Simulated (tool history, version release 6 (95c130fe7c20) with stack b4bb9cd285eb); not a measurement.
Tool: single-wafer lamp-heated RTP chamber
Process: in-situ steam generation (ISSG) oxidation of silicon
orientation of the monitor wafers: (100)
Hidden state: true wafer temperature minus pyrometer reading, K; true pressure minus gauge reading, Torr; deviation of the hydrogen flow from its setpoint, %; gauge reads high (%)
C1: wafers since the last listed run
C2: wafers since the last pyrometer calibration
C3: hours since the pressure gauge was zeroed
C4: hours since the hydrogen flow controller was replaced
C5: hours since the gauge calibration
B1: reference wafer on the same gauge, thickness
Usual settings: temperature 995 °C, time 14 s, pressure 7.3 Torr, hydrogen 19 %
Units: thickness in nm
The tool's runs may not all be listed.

Run 1, day 0: usual settings but pressure 8.5 Torr, hydrogen 15 %; C1 0; C2 2192; C3 2731.8; C4 2650.1; C5 806.7; B1 3.88. Result: thickness 3.883 nm.
Run 2, day 2.888: usual settings; C1 708; C2 2900; C3 2801.1; C4 2719.4; C5 876; B1 3.879. Result: thickness 4.109 nm.
At day 4.4: pyrometer window cleaned and pyrometer calibrated.
Run 3, day 5.483: usual settings; C1 555; C2 266; C3 2863.4; C4 2781.7; C5 938.3; B1 3.885. Result: thickness 4.042 nm.
Run 4, day 8.258: usual settings; C1 680; C2 946; C3 2930; C4 2848.3; C5 1004.9; B1 3.879. Result: thickness 4.101 nm.
Run 5, day 10.5: usual settings; C1 549; C2 1496; C3 2983.8; C4 2902.1; C5 1058.7; B1 3.883. Result: thickness 4.092 nm.
Run 6, day 12.871: usual settings; C1 581; C2 2078; C3 3040.7; C4 2959; C5 1115.6; B1 3.88. Result: thickness 4.095 nm.
Run 7, day 14.033: usual settings; C1 285; C2 2363; C3 3068.6; C4 2986.9; C5 1143.5; B1 3.881. Result: thickness 4.1 nm.
Run 8, day 16.258: usual settings; C1 545; C2 2909; C3 3122; C4 3040.3; C5 1196.9; B1 3.88. Result: thickness 4.11 nm.
At day 18.108: pyrometer window cleaned and pyrometer calibrated.
Run 9, day 19.046: usual settings but time 17 s; C1 602; C2 229; C3 3188.9; C4 3107.2; C5 1263.8; B1 3.88. Result: thickness 4.434 nm.
At day 19.475: gauge calibrated.
Run 10, day 21.333: usual settings but time 17 s; C1 561; C2 790; C3 3243.8; C4 3162.1; C5 44.6; B1 3.88. Result: thickness 4.463 nm.
Run 11, day 22.558: usual settings but time 17 s; C1 300; C2 1091; C3 3273.2; C4 3191.5; C5 74; B1 3.878. Result: thickness 4.469 nm.
At day 23.775: hydrogen flow controller replaced.
Run 12, day 23.867: usual settings but temperature 980 °C; C1 239; C2 1330; C3 3304.6; C4 2.2; C5 105.4; B1 3.877. Result: thickness 3.904 nm.
Run 13, day 25.067: usual settings; C1 294; C2 1624; C3 3333.4; C4 31; C5 134.2; B1 3.883. Result: thickness 4.122 nm.
Run 14, day 27.421: usual settings; C1 577; C2 2202; C3 3389.9; C4 87.5; C5 190.7; B1 3.881. Result: thickness 4.136 nm.
Run 15, day 29.058: usual settings but pressure 8.2 Torr; C1 401; C2 2604; C3 3429.2; C4 126.8; C5 230; B1 3.881. Result: thickness 4.136 nm.
Run 16, day 31.542: usual settings but temperature 1015 °C, time 19 s, pressure 8.6 Torr, hydrogen 13 %; C1 609; C2 3213; C3 3488.8; C4 186.4; C5 289.6; B1 3.876. Result: thickness 4.731 nm.
Run 17, day 32.779: usual settings but temperature 1006 °C; C1 303; C2 3516; C3 3518.5; C4 216.1; C5 319.3; B1 3.877. Result: thickness 4.296 nm.
Run 18, day 33.821: usual settings; C1 255; C2 3772; C3 3543.5; C4 241.1; C5 344.3; B1 3.879. Result: thickness 4.142 nm.
At day 34.208: pyrometer window cleaned and pyrometer calibrated.
At day 35.642: pressure gauge zeroed.
Run 19, day 36.746: usual settings but temperature 1001 °C, time 19 s, pressure 6.9 Torr, hydrogen 27 %; C1 554; C2 540; C3 26.5; C4 311.3; C5 414.5; B1 3.88. Result: thickness 5.242 nm.
Run 20, day 38.904: usual settings; C1 529; C2 1069; C3 78.3; C4 363.1; C5 466.3; B1 3.878. Result: thickness 4.09 nm.
Run 21, day 42.275: usual settings but time 9 s, hydrogen 13 %; C1 826; C2 1896; C3 159.2; C4 444; C5 547.2; B1 3.879. Result: thickness 3.082 nm.
Run 22, day 44.862: usual settings but time 11 s, pressure 8.2 Torr; C1 634; C2 2531; C3 221.3; C4 506.1; C5 609.3; B1 3.881. Result: thickness 3.713 nm.

Forecast each of these 5 alternatives for the next run:
Run A, day 44.879: usual settings; C1 4; C2 2535; C3 221.7; C4 506.5; C5 609.7; B1 ?. Result: thickness ?.
Run B, day 44.879: usual settings but pressure 6.9 Torr; C1 4; C2 2535; C3 221.7; C4 506.5; C5 609.7; B1 ?. Result: thickness ?.
Run C, day 44.879: usual settings but temperature 976 °C, pressure 7.7 Torr, hydrogen 25 %; C1 4; C2 2535; C3 221.7; C4 506.5; C5 609.7; B1 ?. Result: thickness ?.
Run D, day 44.879: usual settings but temperature 1012 °C, time 18 s, pressure 8 Torr; C1 4; C2 2535; C3 221.7; C4 506.5; C5 609.7; B1 ?. Result: thickness ?.
Run E, day 44.879: usual settings but time 19 s; C1 4; C2 2535; C3 221.7; C4 506.5; C5 609.7; B1 ?. Result: thickness ?.

run     B1  thickness
  A  3.882      4.127
  B  3.882       4.11
  C  3.882      4.156
  D  3.882      4.969
  E  3.882      4.737
Without the tool's hidden state the same runs would have given:
run  thickness
  A      4.058
  B      4.042
  C      4.095
  D      4.869
  E       4.65
